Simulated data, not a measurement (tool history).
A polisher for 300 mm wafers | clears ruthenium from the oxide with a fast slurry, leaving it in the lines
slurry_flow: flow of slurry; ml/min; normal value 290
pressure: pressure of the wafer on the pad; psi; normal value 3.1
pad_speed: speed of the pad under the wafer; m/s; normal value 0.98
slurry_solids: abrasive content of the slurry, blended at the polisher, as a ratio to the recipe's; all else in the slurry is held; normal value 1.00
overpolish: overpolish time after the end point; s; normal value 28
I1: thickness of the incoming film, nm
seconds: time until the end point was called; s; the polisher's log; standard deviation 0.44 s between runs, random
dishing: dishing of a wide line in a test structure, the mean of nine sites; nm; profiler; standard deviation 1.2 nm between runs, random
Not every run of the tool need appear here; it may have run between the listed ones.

{"run": 1, "hour": 0.0, "slurry_flow": 290, "pressure": 3.1, "pad_speed": 1.22, "slurry_solids": 1.0, "overpolish": 28, "I1": 140.2, "seconds": 30.6, "dishing": 88.4}
{"hour": 19.0, "done": "worn pad replaced by a new one"}
{"run": 2, "hour": 29.9, "slurry_flow": 290, "pressure": 3.1, "pad_speed": 1.22, "slurry_solids": 1.0, "overpolish": 28, "I1": 140.5, "seconds": 30.9, "dishing": 89.1}
{"hour": 51.7, "done": "slurry blender recalibrated"}
{"run": 3, "hour": 59.2, "slurry_flow": 290, "pressure": 3.1, "pad_speed": 0.98, "slurry_solids": 0.75, "overpolish": 28, "I1": 138.2, "seconds": 41.1, "dishing": 68.7}
{"run": 4, "hour": 73.7, "slurry_flow": 290, "pressure": 3.1, "pad_speed": 0.98, "slurry_solids": 0.75, "overpolish": 28, "I1": 138.2, "seconds": 43.0, "dishing": 69.1}
{"run": 5, "hour": 100.9, "slurry_flow": 290, "pressure": 3.1, "pad_speed": 0.98, "slurry_solids": 1.0, "overpolish": 28, "I1": 141.0, "seconds": 38.4, "dishing": 76.6}
{"run": 6, "hour": 126.6, "slurry_flow": 290, "pressure": 3.1, "pad_speed": 0.98, "slurry_solids": 1.0, "overpolish": 28, "I1": 142.3, "seconds": 38.7, "dishing": 77.0}
{"hour": 153.8, "done": "worn pad replaced by a new one"}
{"run": 7, "hour": 159.5, "slurry_flow": 290, "pressure": 3.1, "pad_speed": 0.98, "slurry_solids": 1.0, "overpolish": 28, "I1": 140.5, "seconds": 38.6, "dishing": 75.1}
{"run": 8, "hour": 180.9, "slurry_flow": 290, "pressure": 3.1, "pad_speed": 0.98, "slurry_solids": 1.0, "overpolish": 15, "I1": 138.8, "seconds": 37.8, "dishing": 45.1}
{"hour": 202.6, "done": "slurry blender recalibrated"}
{"run": 9, "hour": 207.8, "slurry_flow": 290, "pressure": 3.1, "pad_speed": 0.98, "slurry_solids": 1.0, "overpolish": 15, "I1": 139.8, "seconds": 41.9, "dishing": 42.5}
{"run": 10, "hour": 232.9, "slurry_flow": 290, "pressure": 3.1, "pad_speed": 0.98, "slurry_solids": 1.0, "overpolish": 28, "I1": 137.8, "seconds": 43.4, "dishing": 68.5}
{"run": 11, "hour": 245.8, "slurry_flow": 290, "pressure": 3.1, "pad_speed": 0.98, "slurry_solids": 1.0, "overpolish": 28, "I1": 140.5, "seconds": 44.5, "dishing": 66.9}
{"run": 12, "hour": 278.2, "slurry_flow": 290, "pressure": 3.1, "pad_speed": 0.98, "slurry_solids": 1.0, "overpolish": 28, "I1": 140.2, "seconds": 46.0, "dishing": 68.3}
{"hour": 284.9, "done": "worn pad replaced by a new one"}
{"run": 13, "hour": 299.7, "slurry_flow": 220, "pressure": 3.1, "pad_speed": 0.98, "slurry_solids": 1.3, "overpolish": 28, "I1": 140.3, "seconds": 40.7, "dishing": 72.7}
{"hour": 318.2, "done": "slurry nozzle cleaned"}
{"run": 14, "hour": 325.9, "slurry_flow": 290, "pressure": 3.1, "pad_speed": 0.98, "slurry_solids": 1.15, "overpolish": 28, "I1": 139.7, "seconds": 42.7, "dishing": 69.4}
{"hour": 332.6, "done": "slurry blender recalibrated, repeated, since the last time left the tool worse"}
{"run": 15, "hour": 359.8, "slurry_flow": 290, "pressure": 3.1, "pad_speed": 0.98, "slurry_solids": 1.1, "overpolish": 28, "I1": 138.3, "seconds": 35.7, "dishing": 78.3}
{"run": 16, "hour": 384.2, "slurry_flow": 290, "pressure": 3.1, "pad_speed": 0.98, "slurry_solids": 1.0, "overpolish": 40, "I1": 137.7, "seconds": 37.9, "dishing": 99.5}
{"hour": 396.3, "done": "worn pad replaced by a new one"}
{"hour": 407.7, "done": "head pressure recalibrated"}
{"run": 17, "hour": 408.1, "slurry_flow": 255, "pressure": 3.6, "pad_speed": 0.64, "slurry_solids": 1.0, "overpolish": 28, "I1": 137.6, "seconds": 50.1, "dishing": 62.5}
{"run": 18, "hour": 440.3, "slurry_flow": 290, "pressure": 3.1, "pad_speed": 0.82, "slurry_solids": 1.0, "overpolish": 28, "I1": 140.5, "seconds": 45.7, "dishing": 64.9}
{"run": 19, "hour": 455.6, "slurry_flow": 375, "pressure": 3.1, "pad_speed": 0.98, "slurry_solids": 1.0, "overpolish": 28, "I1": 139.8, "seconds": 38.0, "dishing": 75.4}
{"hour": 476.2, "done": "slurry blender recalibrated"}
{"run": 20, "hour": 488.3, "slurry_flow": 290, "pressure": 3.1, "pad_speed": 0.98, "slurry_solids": 1.0, "overpolish": 28, "I1": 140.3, "seconds": 36.8, "dishing": 79.3}
{"run": 21, "hour": 509.0, "slurry_flow": 360, "pressure": 3.1, "pad_speed": 1.1, "slurry_solids": 1.0, "overpolish": 28, "I1": 138.5, "seconds": 32.2, "dishing": 85.2}
{"hour": 531.4, "done": "worn pad replaced by a new one"}
{"run": 22, "hour": 537.1, "slurry_flow": 290, "pressure": 4.1, "pad_speed": 0.98, "slurry_solids": 1.2, "overpolish": 34, "I1": 140.5, "seconds": 26.8, "dishing": 114.2}
{"run": 23, "hour": 549.8, "slurry_flow": 290, "pressure": 3.1, "pad_speed": 0.98, "slurry_solids": 1.0, "overpolish": 28, "I1": 139.1, "seconds": 38.3, "dishing": 76.8}
{"run": 24, "hour": 568.6, "slurry_flow": 290, "pressure": 4.0, "pad_speed": 0.98, "slurry_solids": 1.0, "overpolish": 28, "I1": 139.4, "seconds": 29.8, "dishing": 93.5}
{"run": 25, "hour": 596.1, "slurry_flow": 195, "pressure": 3.1, "pad_speed": 1.1, "slurry_solids": 1.0, "overpolish": 45, "I1": 140.6, "seconds": 35.7, "dishing": 109.2}

Below are 3 alternative next runs, each starting from the tool's condition after run 25. Predict each:
{"run": "A", "hour": 596.5, "slurry_flow": 290, "pressure": 3.1, "pad_speed": 0.98, "slurry_solids": 1.0, "overpolish": 28, "I1": 142.8, "seconds": "?", "dishing": "?"}
{"run": "B", "hour": 596.5, "slurry_flow": 195, "pressure": 3.1, "pad_speed": 0.86, "slurry_solids": 0.7, "overpolish": 37, "I1": 142.8, "seconds": "?", "dishing": "?"}
{"run": "C", "hour": 596.5, "slurry_flow": 260, "pressure": 3.9, "pad_speed": 0.68, "slurry_solids": 1.0, "overpolish": 28, "I1": 142.8, "seconds": "?", "dishing": "?"}

run=A seconds=39.5 dishing=77.4
run=B seconds=58.3 dishing=71.1
run=C seconds=45.8 dishing=69.0
Had the tool no hidden state, the same runs would have come out as:
run=A seconds=36.9 dishing=81.5
run=B seconds=53.6 dishing=75.9
run=C seconds=42.7 dishing=72.9

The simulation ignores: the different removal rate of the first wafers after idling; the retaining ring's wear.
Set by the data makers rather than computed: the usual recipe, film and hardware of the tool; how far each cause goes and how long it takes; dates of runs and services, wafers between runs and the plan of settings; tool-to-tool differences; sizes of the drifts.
